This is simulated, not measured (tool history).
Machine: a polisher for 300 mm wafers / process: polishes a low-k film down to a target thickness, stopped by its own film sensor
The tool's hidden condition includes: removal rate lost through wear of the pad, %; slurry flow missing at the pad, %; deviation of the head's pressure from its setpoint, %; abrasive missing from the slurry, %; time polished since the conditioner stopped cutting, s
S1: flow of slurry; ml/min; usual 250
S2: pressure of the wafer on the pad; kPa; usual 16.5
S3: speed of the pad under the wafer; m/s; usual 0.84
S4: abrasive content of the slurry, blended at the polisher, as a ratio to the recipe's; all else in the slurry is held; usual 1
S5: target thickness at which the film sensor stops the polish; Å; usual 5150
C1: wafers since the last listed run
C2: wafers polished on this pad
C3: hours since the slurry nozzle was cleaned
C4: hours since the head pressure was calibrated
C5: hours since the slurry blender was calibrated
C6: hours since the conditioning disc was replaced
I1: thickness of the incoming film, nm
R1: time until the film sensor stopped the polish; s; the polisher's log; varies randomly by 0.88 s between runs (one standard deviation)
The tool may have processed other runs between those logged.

run 1 hour=0 | S1=250 S2=16.5 S3=0.84 S4=1 S5=5240 | C1=0 C2=3257 C3=13.6 C4=510.3 C5=693.9 C6=6.4 | I1=549.7 | R1=53.7
run 2 hour=66.7 | S1=250 S2=16.5 S3=0.84 S4=1 S5=5150 | C1=787 C2=4045 C3=80.3 C4=577 C5=760.6 C6=73.1 | I1=555.8 | R1=88.2
-- hour=93.8 slurry blender recalibrated
run 3 hour=163.4 | S1=250 S2=16.5 S3=0.84 S4=1 S5=5150 | C1=1118 C2=5164 C3=177 C4=673.7 C5=69.6 C6=169.8 | I1=558.5 | R1=81.6
run 4 hour=216.1 | S1=290 S2=16.5 S3=0.84 S4=1 S5=5220 | C1=622 C2=5786 C3=229.7 C4=726.4 C5=122.3 C6=222.5 | I1=551 | R1=55
run 5 hour=321.4 | S1=250 S2=13.8 S3=1.02 S4=1.2 S5=5150 | C1=1243 C2=7030 C3=335 C4=831.7 C5=227.6 C6=327.8 | I1=557.1 | R1=76.6
-- hour=381.6 worn pad replaced by a new one
run 6 hour=388.5 | S1=250 S2=16.5 S3=0.84 S4=1 S5=5240 | C1=745 C2=82 C3=402.1 C4=898.8 C5=294.7 C6=394.9 | I1=542.2 | R1=36
run 7 hour=467.5 | S1=250 S2=16.5 S3=0.84 S4=1 S5=5150 | C1=933 C2=1015 C3=481.1 C4=977.8 C5=373.7 C6=473.9 | I1=558.5 | R1=85.7
run 8 hour=557.5 | S1=250 S2=20 S3=1 S4=1 S5=5150 | C1=1063 C2=2078 C3=571.1 C4=1067.8 C5=463.7 C6=563.9 | I1=545.1 | R1=44.3
-- hour=573.4 head pressure recalibrated
-- hour=612 slurry nozzle cleaned
run 9 hour=671.1 | S1=330 S2=20 S3=0.84 S4=1 S5=5270 | C1=1306 C2=3384 C3=59.1 C4=97.7 C5=577.3 C6=677.5 | I1=545 | R1=30.7
run 10 hour=707.4 | S1=250 S2=16.5 S3=0.84 S4=1 S5=5150 | C1=428 C2=3813 C3=95.4 C4=134 C5=613.6 C6=713.8 | I1=545.4 | R1=62.6
run 11 hour=762.7 | S1=250 S2=13.1 S3=1.02 S4=1 S5=5150 | C1=653 C2=4466 C3=150.7 C4=189.3 C5=668.9 C6=769.1 | I1=539.8 | R1=55.6
-- hour=810.1 conditioning disc replaced and pad reconditioned
run 12 hour=854.5 | S1=250 S2=12.4 S3=0.94 S4=1 S5=5150 | C1=1060 C2=5527 C3=242.5 C4=281.1 C5=760.7 C6=44.4 | I1=540.8 | R1=65
-- hour=882.3 slurry blender recalibrated
run 13 hour=909.4 | S1=250 S2=16.5 S3=1.06 S4=0.85 S5=5150 | C1=624 C2=6152 C3=297.4 C4=336 C5=27.1 C6=99.3 | I1=541.6 | R1=45.4
run 14 hour=992.2 | S1=250 S2=16.5 S3=0.84 S4=1 S5=5150 | C1=978 C2=7130 C3=380.2 C4=418.8 C5=109.9 C6=182.1 | I1=551.1 | R1=66.1
-- hour=1016.5 worn pad replaced by a new one
run 15 hour=1088.6 | S1=250 S2=15.2 S3=0.84 S4=1 S5=5150 | C1=1091 C2=851 C3=476.6 C4=515.2 C5=206.3 C6=278.5 | I1=540.6 | R1=53
run 16 hour=1172.8 | S1=330 S2=16.5 S3=1 S4=1 S5=5230 | C1=994 C2=1846 C3=560.8 C4=599.4 C5=290.5 C6=362.7 | I1=541.2 | R1=29.5
run 17 hour=1267.8 | S1=250 S2=13.1 S3=1.12 S4=1.3 S5=5150 | C1=1122 C2=2968 C3=655.8 C4=694.4 C5=385.5 C6=457.7 | I1=544.9 | R1=49.4
run 18 hour=1375.3 | S1=250 S2=22.1 S3=0.92 S4=0.75 S5=5150 | C1=1269 C2=4238 C3=763.3 C4=801.9 C5=493 C6=565.2 | I1=547.4 | R1=57.3
-- hour=1415.9 slurry nozzle cleaned
run 19 hour=1430.1 | S1=250 S2=16.5 S3=0.84 S4=1 S5=5150 | C1=635 C2=4873 C3=14.2 C4=856.7 C5=547.8 C6=620 | I1=548.8 | R1=68.5
-- hour=1433.9 conditioning disc replaced and pad reconditioned
run 20 hour=1501.7 | S1=250 S2=16.5 S3=1.06 S4=0.85 S5=5150 | C1=822 C2=5695 C3=85.8 C4=928.3 C5=619.4 C6=67.8 | I1=560.6 | R1=86.6
run 21 hour=1555.1 | S1=325 S2=15.2 S3=0.7 S4=1 S5=5220 | C1=630 C2=6326 C3=139.2 C4=981.7 C5=672.8 C6=121.2 | I1=542.8 | R1=53.1
run 22 hour=1632.2 | S1=250 S2=16.5 S3=0.84 S4=1 S5=5100 | C1=910 C2=7237 C3=216.3 C4=1058.8 C5=749.9 C6=198.3 | I1=544.4 | R1=72.6
-- hour=1637.9 head pressure recalibrated
-- hour=1645.1 slurry blender recalibrated
-- hour=1736.7 worn pad replaced by a new one
run 23 hour=1737.2 | S1=180 S2=21.4 S3=1 S4=0.75 S5=5150 | C1=1145 C2=6 C3=321.3 C4=99.3 C5=92.1 C6=303.3 | I1=556 | R1=66.7
run 24 hour=1832.7 | S1=250 S2=17.9 S3=0.84 S4=1 S5=5150 | C1=1128 C2=1134 C3=416.8 C4=194.8 C5=187.6 C6=398.8 | I1=556.7 | R1=75.1

Run 25 has not been measured yet. What should we expect?
run 25 hour=1873.9 | S1=190 S2=11 S3=0.96 S4=0.7 S5=5150 | C1=486 C2=1620 C3=458 C4=236 C5=228.8 C6=440 | I1=552.7 | R1=?

Run 25 produced R1 121.2 s.
On a tool with no hidden condition, and with the same random variation, this run would have come out at R1 115.1 s.
